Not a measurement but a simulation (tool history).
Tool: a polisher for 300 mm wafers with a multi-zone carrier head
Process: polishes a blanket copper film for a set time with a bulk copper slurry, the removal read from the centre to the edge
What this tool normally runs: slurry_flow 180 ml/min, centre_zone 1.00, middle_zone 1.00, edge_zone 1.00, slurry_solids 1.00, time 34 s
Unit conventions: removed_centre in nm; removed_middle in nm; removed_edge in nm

run	hour	slurry_flow	centre_zone	middle_zone	edge_zone	slurry_solids	time	incoming thickness of the incoming film, nm	removed_centre	removed_middle	removed_edge
1	0.0	180	0.90	0.89	1.00	1.00	34	2705.6	250.3	253.7	274.3
2	43.6	230	0.96	0.92	1.00	1.20	34	2686.4	285.9	283.9	294.2
3	93.2	180	1.00	1.00	1.12	1.00	30	2682.2	241.2	235.3	252.9
4	122.1	180	0.95	0.88	1.00	1.00	34	2703.6	267.0	250.7	267.6
5	158.5	180	1.00	1.00	1.00	1.00	34	2722.6	273.3	270.2	271.6
6	212.3	240	1.00	1.11	1.00	1.00	34	2689.0	282.6	287.6	275.8
7	275.7	210	1.00	1.00	0.91	1.00	34	2703.5	281.2	274.3	267.1
8	325.0	240	1.00	1.11	1.00	1.00	34	2683.9	282.6	287.5	280.6
9	364.2	180	1.00	1.00	1.00	1.00	34	2670.7	281.3	268.7	275.3
10	395.7	180	1.00	1.07	1.00	1.00	34	2742.0	273.9	269.0	271.9
11	465.3	180	1.00	1.00	1.06	1.00	34	2686.5	277.3	269.9	281.4
12	518.0	200	0.90	0.92	1.00	1.00	34	2712.4	249.7	257.5	272.3
13	571.0	180	1.00	1.00	1.00	1.00	34	2661.0	276.3	269.4	271.5
14	628.9	200	1.00	1.00	1.00	1.00	34	2668.1	278.8	266.7	271.4
15	663.3	135	1.00	1.00	1.00	0.80	34	2735.9	244.6	238.5	242.5
16	710.2	245	1.09	1.00	1.00	1.00	42	2643.4	386.6	342.4	342.0
17	745.0	180	1.00	1.00	1.07	1.00	41	2693.9	338.4	327.8	340.5
18	778.8	180	0.90	1.00	1.00	1.00	34	2692.3	246.1	266.3	275.1
19	844.1	180	1.00	0.95	0.90	0.80	30	2721.2	227.9	215.8	213.8
20	899.4	160	0.91	1.00	1.11	1.15	34	2695.4	256.8	273.4	290.5

Put back what was entered between runs (6 entries, withheld): which listed runs does each sit between, and how does the hidden state differ from the listed run before to the listed run after?
Run 7 -> run 8: centre zone pressure recalibrated (hour 277.9)
  both runs share identical hidden conditions
Run 9 -> run 10: worn pad replaced by a new one (hour 374.5)
  both runs share identical hidden conditions
Run 11 -> run 12: edge zone pressure recalibrated (hour 473.6)
  both runs share identical hidden conditions
Run 12 -> run 13: slurry nozzle cleaned (hour 568.5)
  both runs share identical hidden conditions
Run 17 -> run 18: carrier head's membrane replaced by a new one (hour 778.3)
  both runs share identical hidden conditions
Run 19 -> run 20: worn pad replaced by a new one (hour 853.1)
  both runs share identical hidden conditions
